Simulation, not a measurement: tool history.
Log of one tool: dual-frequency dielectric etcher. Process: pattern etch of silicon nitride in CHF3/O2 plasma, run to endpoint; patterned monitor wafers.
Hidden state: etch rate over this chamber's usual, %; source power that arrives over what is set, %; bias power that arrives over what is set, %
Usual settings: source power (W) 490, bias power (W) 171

| run | hour | source power (W) | bias power (W) | wafers since the last listed run | hours since the last wet clean | hours since the last source power generator calibration | hours since the last bias power generator calibration | hours since the last upper electrode change | incoming incoming film thickness, nm | endpoint time (s) |
|---|---|---|---|---|---|---|---|---|---|---|
| 1 | 0 | 560 | 171 | 0 | 546.9 | 2149.9 | 3441.6 | 3143.6 | 85.6 | 56.9 |
|  | 42.4 | bias power generator calibrated |
| 2 | 103.9 | 430 | 171 | 1445 | 650.8 | 2253.8 | 61.5 | 3247.5 | 86.1 | 63.4 |
| 3 | 157.1 | 430 | 171 | 769 | 704 | 2307 | 114.7 | 3300.7 | 85.3 | 62.6 |
|  | 250 | wet clean of the chamber |
| 4 | 250.5 | 430 | 171 | 1004 | 0.5 | 2400.4 | 208.1 | 3394.1 | 85 | 62.2 |
|  | 276 | source power generator calibrated |
| 5 | 310.3 | 490 | 171 | 807 | 60.3 | 34.3 | 267.9 | 3453.9 | 84.8 | 59.1 |
| 6 | 381.8 | 490 | 171 | 1034 | 131.8 | 105.8 | 339.4 | 3525.4 | 84.6 | 59 |
| 7 | 434.3 | 490 | 171 | 759 | 184.3 | 158.3 | 391.9 | 3577.9 | 85.7 | 59.7 |
| 8 | 492.7 | 490 | 155 | 845 | 242.7 | 216.7 | 450.3 | 3636.3 | 85.4 | 62.6 |
| 9 | 594.1 | 490 | 155 | 1467 | 344.1 | 318.1 | 551.7 | 3737.7 | 85.6 | 62 |
|  | 622.8 | upper electrode replaced |
| 10 | 671.7 | 490 | 171 | 775 | 421.7 | 395.7 | 629.3 | 48.9 | 85.3 | 59.8 |
| 11 | 747.4 | 540 | 154 | 1095 | 497.4 | 471.4 | 705 | 124.6 | 86.4 | 61.4 |
| 12 | 818.7 | 600 | 171 | 1031 | 568.7 | 542.7 | 776.3 | 195.9 | 84.8 | 54.3 |
| 13 | 885.5 | 530 | 194 | 966 | 635.5 | 609.5 | 843.1 | 262.7 | 84.2 | 53.8 |
|  | 954.9 | wet clean of the chamber |
| 14 | 955.4 | 490 | 171 | 664 | 0.5 | 679.4 | 913 | 332.6 | 85.5 | 59.5 |
| 15 | 982.8 | 420 | 195 | 396 | 27.9 | 706.8 | 940.4 | 360 | 85.6 | 60.6 |
| 16 | 1030.1 | 490 | 171 | 684 | 75.2 | 754.1 | 987.7 | 407.3 | 85.4 | 59.8 |
| 17 | 1069.2 | 570 | 129 | 565 | 114.3 | 793.2 | 1026.8 | 446.4 | 84.6 | 63.9 |
| 18 | 1133.4 | 410 | 147 | 929 | 178.5 | 857.4 | 1091 | 510.6 | 85.2 | 67.4 |
| 19 | 1226.4 | 590 | 151 | 1345 | 271.5 | 950.4 | 1184 | 603.6 | 85.3 | 58.6 |
| 20 | 1307.1 | 410 | 182 | 1167 | 352.2 | 1031.1 | 1264.7 | 684.3 | 84.6 | 61.5 |
| 21 | 1412.1 | 520 | 150 | 1519 | 457.2 | 1136.1 | 1369.7 | 789.3 | 85.6 | 61.6 |
| 22 | 1468.5 | 380 | 187 | 816 | 513.6 | 1192.5 | 1426.1 | 845.7 | 85.4 | 62.9 |
| 23 | 1521.5 | 390 | 171 | 767 | 566.6 | 1245.5 | 1479.1 | 898.7 | 84.4 | 64 |
|  | 1693.6 | wet clean of the chamber |
| 24 | 1694.1 | 490 | 203 | 2150 | 0.5 | 1418.1 | 1651.7 | 1071.3 | 84.8 | 54.8 |
| 25 | 1748.9 | 440 | 150 | 793 | 55.3 | 1472.9 | 1706.5 | 1126.1 | 85.8 | 66.1 |
| 26 | 1831.7 | 490 | 171 | 1198 | 138.1 | 1555.7 | 1789.3 | 1208.9 | 85.6 | 59.7 |
| 27 | 1893.5 | 530 | 142 | 894 | 199.9 | 1617.5 | 1851.1 | 1270.7 | 85.2 | 63.1 |
| 28 | 1955.7 | 490 | 171 | 900 | 262.1 | 1679.7 | 1913.3 | 1332.9 | 84.9 | 59.7 |
| 29 | 2019 | 490 | 171 | 916 | 325.4 | 1743 | 1976.6 | 1396.2 | 84.5 | 59.2 |
| 30 | 2318.6 | 490 | 171 | 4336 | 625 | 2042.6 | 2276.2 | 1695.8 | 85.5 | 59.5 |
| 31 | 2392.3 | 410 | 149 | 1066 | 698.7 | 2116.3 | 2349.9 | 1769.5 | 84.4 | 66.9 |
| 32 | 2472.9 | 550 | 133 | 1166 | 779.3 | 2196.9 | 2430.5 | 1850.1 | 84.8 | 64 |
|  | 2551.8 | wet clean of the chamber |
| 33 | 2736.4 | 490 | 171 | 3466 | 184.6 | 2460.4 | 2694 | 2113.6 | 85.7 | 60 |
| 34 | 2784.6 | 610 | 171 | 697 | 232.8 | 2508.6 | 2742.2 | 2161.8 | 84.6 | 54.1 |

Forecast each of these 5 alternatives for the next run:
| A | 2785 | 490 | 171 | 5 | 233.2 | 2509 | 2742.6 | 2162.2 | 86 | ? |
| B | 2785 | 580 | 198 | 5 | 233.2 | 2509 | 2742.6 | 2162.2 | 86 | ? |
| C | 2785 | 600 | 194 | 5 | 233.2 | 2509 | 2742.6 | 2162.2 | 86 | ? |
| D | 2785 | 580 | 158 | 5 | 233.2 | 2509 | 2742.6 | 2162.2 | 86 | ? |
| E | 2785 | 390 | 187 | 5 | 233.2 | 2509 | 2742.6 | 2162.2 | 86 | ? |

| run | endpoint time (s) |
|---|---|
| A | 60.5 |
| B | 53.1 |
| C | 52.9 |
| D | 58.7 |
| E | 63.5 |
Without the tool's hidden state the same runs would have given:
| run | endpoint time (s) |
|---|---|
| A | 60.5 |
| B | 53.1 |
| C | 52.9 |
| D | 58.7 |
| E | 63.5 |
